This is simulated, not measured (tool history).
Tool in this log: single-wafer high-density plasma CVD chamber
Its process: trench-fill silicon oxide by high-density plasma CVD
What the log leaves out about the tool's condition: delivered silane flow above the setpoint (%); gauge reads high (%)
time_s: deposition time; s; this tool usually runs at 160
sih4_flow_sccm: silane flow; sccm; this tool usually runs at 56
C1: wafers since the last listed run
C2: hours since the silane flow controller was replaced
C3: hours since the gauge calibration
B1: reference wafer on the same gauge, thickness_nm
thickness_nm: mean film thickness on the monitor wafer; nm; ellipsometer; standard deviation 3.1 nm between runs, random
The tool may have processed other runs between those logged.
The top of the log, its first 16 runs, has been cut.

run 17 day=48.829 | time_s=160 sih4_flow_sccm=56 | C1=1025 C2=716.1 C3=830.9 | B1=1034.492 | thickness_nm=930.565
run 18 day=50.342 | time_s=160 sih4_flow_sccm=56 | C1=359 C2=752.4 C3=867.2 | B1=1033.673 | thickness_nm=926.084
run 19 day=53.2 | time_s=160 sih4_flow_sccm=56 | C1=679 C2=821 C3=935.8 | B1=1033.255 | thickness_nm=928.389
run 20 day=55.671 | time_s=160 sih4_flow_sccm=56 | C1=587 C2=880.3 C3=995.1 | B1=1033.984 | thickness_nm=928.728
run 21 day=59.054 | time_s=160 sih4_flow_sccm=47 | C1=803 C2=961.5 C3=1076.3 | B1=1034.117 | thickness_nm=785.594
run 22 day=61.446 | time_s=160 sih4_flow_sccm=67 | C1=568 C2=1018.9 C3=1133.7 | B1=1033.865 | thickness_nm=1112.3
run 23 day=65.417 | time_s=131 sih4_flow_sccm=47 | C1=943 C2=1114.2 C3=1229 | B1=1033.874 | thickness_nm=644.253
run 24 day=68.658 | time_s=160 sih4_flow_sccm=56 | C1=770 C2=1192 C3=1306.8 | B1=1034.027 | thickness_nm=941.948
run 25 day=72.358 | time_s=131 sih4_flow_sccm=59 | C1=879 C2=1280.8 C3=1395.6 | B1=1034.053 | thickness_nm=814.22
run 26 day=74.004 | time_s=151 sih4_flow_sccm=56 | C1=391 C2=1320.3 C3=1435.1 | B1=1033.093 | thickness_nm=889.702
run 27 day=77.721 | time_s=160 sih4_flow_sccm=56 | C1=883 C2=1409.5 C3=1524.3 | B1=1033.562 | thickness_nm=944.895
-- day=77.942 gauge calibrated
run 28 day=80.279 | time_s=173 sih4_flow_sccm=48 | C1=607 C2=1470.9 C3=56.1 | B1=1034.111 | thickness_nm=882.561
-- day=85.475 silane flow controller replaced
run 29 day=89.108 | time_s=182 sih4_flow_sccm=51 | C1=2018 C2=87.2 C3=268 | B1=1034.226 | thickness_nm=943.252
run 30 day=91.983 | time_s=160 sih4_flow_sccm=56 | C1=683 C2=156.2 C3=337 | B1=1033.219 | thickness_nm=913.654
run 31 day=93.496 | time_s=160 sih4_flow_sccm=52 | C1=359 C2=192.5 C3=373.3 | B1=1034.25 | thickness_nm=846.41
run 32 day=97.154 | time_s=160 sih4_flow_sccm=60 | C1=869 C2=280.3 C3=461.1 | B1=1034.252 | thickness_nm=976.109
run 33 day=99.629 | time_s=160 sih4_flow_sccm=56 | C1=588 C2=339.7 C3=520.5 | B1=1033.698 | thickness_nm=913.138
run 34 day=101.229 | time_s=139 sih4_flow_sccm=63 | C1=380 C2=378.1 C3=558.9 | B1=1033.126 | thickness_nm=897.342
run 35 day=103.729 | time_s=160 sih4_flow_sccm=56 | C1=594 C2=438.1 C3=618.9 | B1=1033.328 | thickness_nm=910.042
run 36 day=107.204 | time_s=177 sih4_flow_sccm=56 | C1=825 C2=521.5 C3=702.3 | B1=1034.651 | thickness_nm=1017.543
run 37 day=108.725 | time_s=176 sih4_flow_sccm=67 | C1=361 C2=558 C3=738.8 | B1=1033.577 | thickness_nm=1202.051
run 38 day=111.317 | time_s=142 sih4_flow_sccm=56 | C1=615 C2=620.2 C3=801 | B1=1034.254 | thickness_nm=811.5
run 39 day=114.746 | time_s=191 sih4_flow_sccm=56 | C1=814 C2=702.5 C3=883.3 | B1=1034.946 | thickness_nm=1093.368
run 40 day=119.183 | time_s=181 sih4_flow_sccm=56 | C1=1054 C2=809 C3=989.8 | B1=1032.923 | thickness_nm=1047.06

Forecast each of these 4 alternatives for the next run:
run A day=119.2 | time_s=160 sih4_flow_sccm=63 | C1=3 C2=809.4 C3=990.2 | B1=? | thickness_nm=?
run B day=119.2 | time_s=160 sih4_flow_sccm=46 | C1=3 C2=809.4 C3=990.2 | B1=? | thickness_nm=?
run C day=119.2 | time_s=184 sih4_flow_sccm=47 | C1=3 C2=809.4 C3=990.2 | B1=? | thickness_nm=?
run D day=119.2 | time_s=160 sih4_flow_sccm=59 | C1=3 C2=809.4 C3=990.2 | B1=? | thickness_nm=?

run=A B1=1034.415 thickness_nm=1036.738
run=B B1=1034.415 thickness_nm=756.983
run=C B1=1034.415 thickness_nm=889.455
run=D B1=1034.415 thickness_nm=970.913
Had the tool no hidden state, the same runs would have come out as:
run=A thickness_nm=1035.89
run=B thickness_nm=756.364
run=C thickness_nm=888.728
run=D thickness_nm=970.119
